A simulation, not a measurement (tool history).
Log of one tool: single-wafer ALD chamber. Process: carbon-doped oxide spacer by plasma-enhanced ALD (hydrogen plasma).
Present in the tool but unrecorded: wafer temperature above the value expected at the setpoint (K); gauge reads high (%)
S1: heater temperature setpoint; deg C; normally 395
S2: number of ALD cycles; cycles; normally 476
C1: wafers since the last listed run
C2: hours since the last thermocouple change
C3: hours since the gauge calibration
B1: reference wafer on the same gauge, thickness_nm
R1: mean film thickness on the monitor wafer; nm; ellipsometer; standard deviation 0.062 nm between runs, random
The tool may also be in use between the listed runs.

| run | hour | S1 | S2 | C1 | C2 | C3 | B1 | R1 |
|---|---|---|---|---|---|---|---|---|
| 1 | 0.0 | 395 | 453 | 0 | 1315.4 | 700.5 | 22.316 | 23.864 |
| 2 | 42.5 | 395 | 453 | 37 | 1357.9 | 743.0 | 22.311 | 23.813 |
| 3 | 99.4 | 395 | 476 | 50 | 1414.8 | 799.9 | 22.324 | 25.103 |
| 4 | 138.6 | 395 | 476 | 34 | 1454.0 | 839.1 | 22.332 | 25.088 |
| 5 | 186.2 | 395 | 476 | 42 | 1501.6 | 886.7 | 22.326 | 25.062 |
| 6 | 215.7 | 392 | 476 | 26 | 1531.1 | 916.2 | 22.318 | 25.193 |
| 7 | 276.9 | 395 | 476 | 54 | 1592.3 | 977.4 | 22.363 | 25.137 |
| 8 | 325.8 | 395 | 476 | 43 | 1641.2 | 1026.3 | 22.369 | 25.279 |
| 9 | 373.8 | 395 | 476 | 42 | 1689.2 | 1074.3 | 22.383 | 25.062 |
| 10 | 430.8 | 384 | 501 | 50 | 1746.2 | 1131.3 | 22.394 | 26.430 |
| 11 | 457.0 | 384 | 501 | 23 | 1772.4 | 1157.5 | 22.409 | 26.443 |
| 12 | 484.5 | 384 | 501 | 24 | 1799.9 | 1185.0 | 22.406 | 26.460 |
| 13 | 529.2 | 400 | 476 | 39 | 1844.6 | 1229.7 | 22.404 | 25.204 |
| 14 | 584.8 | 400 | 476 | 49 | 1900.2 | 1285.3 | 22.418 | 25.166 |
| 15 | 634.6 | 386 | 476 | 44 | 1950.0 | 1335.1 | 22.435 | 25.256 |
| 16 | 700.0 | 395 | 504 | 58 | 2015.4 | 1400.5 | 22.439 | 26.710 |
|  | 723.3 | thermocouple changed; heater temperature recalibrated |
| 17 | 726.4 | 395 | 476 | 16 | 3.1 | 1426.9 | 22.463 | 25.158 |
| 18 | 870.3 | 395 | 476 | 127 | 147.0 | 1570.8 | 22.510 | 25.325 |
| 19 | 897.6 | 395 | 476 | 24 | 174.3 | 1598.1 | 22.502 | 25.232 |
| 20 | 935.6 | 395 | 410 | 33 | 212.3 | 1636.1 | 22.510 | 21.757 |
|  | 962.3 | gauge calibrated |
| 21 | 974.5 | 395 | 476 | 34 | 251.2 | 12.2 | 22.192 | 24.939 |
| 22 | 1022.5 | 399 | 476 | 42 | 299.2 | 60.2 | 22.203 | 24.904 |
| 23 | 1087.7 | 395 | 399 | 57 | 364.4 | 125.4 | 22.218 | 20.871 |
| 24 | 1135.5 | 389 | 438 | 42 | 412.2 | 173.2 | 22.237 | 22.973 |
| 25 | 1192.4 | 382 | 542 | 50 | 469.1 | 230.1 | 22.250 | 28.564 |
| 26 | 1253.9 | 383 | 508 | 54 | 530.6 | 291.6 | 22.268 | 26.633 |
| 27 | 1312.1 | 386 | 399 | 51 | 588.8 | 349.8 | 22.297 | 20.997 |
| 28 | 1340.1 | 395 | 420 | 24 | 616.8 | 377.8 | 22.279 | 22.006 |
| 29 | 1371.4 | 407 | 549 | 27 | 648.1 | 409.1 | 22.294 | 28.444 |
| 30 | 1408.9 | 388 | 394 | 33 | 685.6 | 446.6 | 22.288 | 20.763 |
| 31 | 1601.6 | 382 | 505 | 171 | 878.3 | 639.3 | 22.349 | 26.700 |
| 32 | 1672.0 | 395 | 403 | 62 | 948.7 | 709.7 | 22.349 | 21.287 |
| 33 | 1740.3 | 403 | 533 | 60 | 1017.0 | 778.0 | 22.372 | 27.932 |
| 34 | 1780.7 | 386 | 476 | 35 | 1057.4 | 818.4 | 22.385 | 25.121 |
| 35 | 1849.6 | 395 | 476 | 61 | 1126.3 | 887.3 | 22.368 | 25.134 |
| 36 | 1898.8 | 382 | 413 | 43 | 1175.5 | 936.5 | 22.415 | 21.791 |

Measured result minus the same run's result without the hidden state. Both carry the same run-to-run variation, though not necessarily the same gauge scatter:
| run | R1 |
|---|---|
| 1 | +0.104 |
| 2 | +0.113 |
| 3 | +0.133 |
| 4 | +0.143 |
| 5 | +0.154 |
| 6 | +0.162 |
| 7 | +0.177 |
| 8 | +0.190 |
| 9 | +0.200 |
| 10 | +0.226 |
| 11 | +0.232 |
| 12 | +0.239 |
| 13 | +0.239 |
| 14 | +0.252 |
| 15 | +0.265 |
| 16 | +0.297 |
| 17 | +0.286 |
| 18 | +0.323 |
| 19 | +0.328 |
| 20 | +0.290 |
| 21 | +0.000 |
| 22 | +0.011 |
| 23 | +0.022 |
| 24 | +0.036 |
| 25 | +0.060 |
| 26 | +0.072 |
| 27 | +0.069 |
| 28 | +0.078 |
| 29 | +0.110 |
| 30 | +0.088 |
| 31 | +0.163 |
| 32 | +0.144 |
| 33 | +0.208 |
| 34 | +0.197 |
| 35 | +0.214 |
| 36 | +0.196 |
